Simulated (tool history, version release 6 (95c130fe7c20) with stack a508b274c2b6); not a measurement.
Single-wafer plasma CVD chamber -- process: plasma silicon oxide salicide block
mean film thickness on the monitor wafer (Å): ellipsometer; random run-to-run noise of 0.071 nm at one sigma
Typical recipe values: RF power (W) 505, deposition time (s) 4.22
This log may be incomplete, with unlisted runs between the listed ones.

run,hour,RF power (W),deposition time (s),wafers since the last listed run,hours since the last RF generator calibration,hours since the showerhead was replaced,hours since the gauge calibration,"read-back reference wafer on the same gauge, thickness_nm",mean film thickness on the monitor wafer (Å)
1,0.0,585,4.22,0,1552.3,5800.1,80.4,51.639,498.68
2,17.6,465,4.22,366,1569.9,5817.7,98.0,51.650,463.50
3,35.6,465,4.22,375,1587.9,5835.7,116.0,51.701,463.65
4,68.7,505,4.42,690,1621.0,5868.8,149.1,51.769,499.15
5,85.3,505,4.22,346,1637.6,5885.4,165.7,51.776,475.85
6,120.5,505,4.22,733,1672.8,5920.6,200.9,51.788,476.56
7,138.5,505,4.22,375,1690.8,5938.6,218.9,51.832,477.32
8,163.5,565,4.02,521,1715.8,5963.6,243.9,51.839,469.93
9,195.3,585,3.98,662,1747.6,5995.4,275.7,51.796,470.79
# hour 197.6: gauge calibrated
10,231.1,505,4.22,746,1783.4,6031.2,33.5,51.439,473.70
11,252.5,410,4.52,446,1804.8,6052.6,54.9,51.506,474.76
12,265.3,505,4.22,266,1817.6,6065.4,67.7,51.510,474.84
13,281.2,555,4.00,331,1833.5,6081.3,83.6,51.527,463.32
# hour 294.7: RF generator calibrated
# hour 298.2: showerhead replaced
14,298.7,505,4.71,123,4.0,0.5,101.1,51.571,529.67
15,322.7,505,4.83,500,28.0,24.5,125.1,51.629,545.44
16,353.0,555,3.86,631,58.3,54.8,155.4,51.707,447.73
17,382.9,505,4.22,623,88.2,84.7,185.3,51.716,475.14

Hidden state, per run?
delivered RF power above the setpoint (%): 0 across all the runs
H1: gauge reads high (%)
run,H1
1,0.626
2,0.702
3,0.768
4,0.864
5,0.902
6,0.965
7,0.99
8,1.02
9,1.05
10,0.22
11,0.363
12,0.435
13,0.514
14,0.588
15,0.671
16,0.752
17,0.813
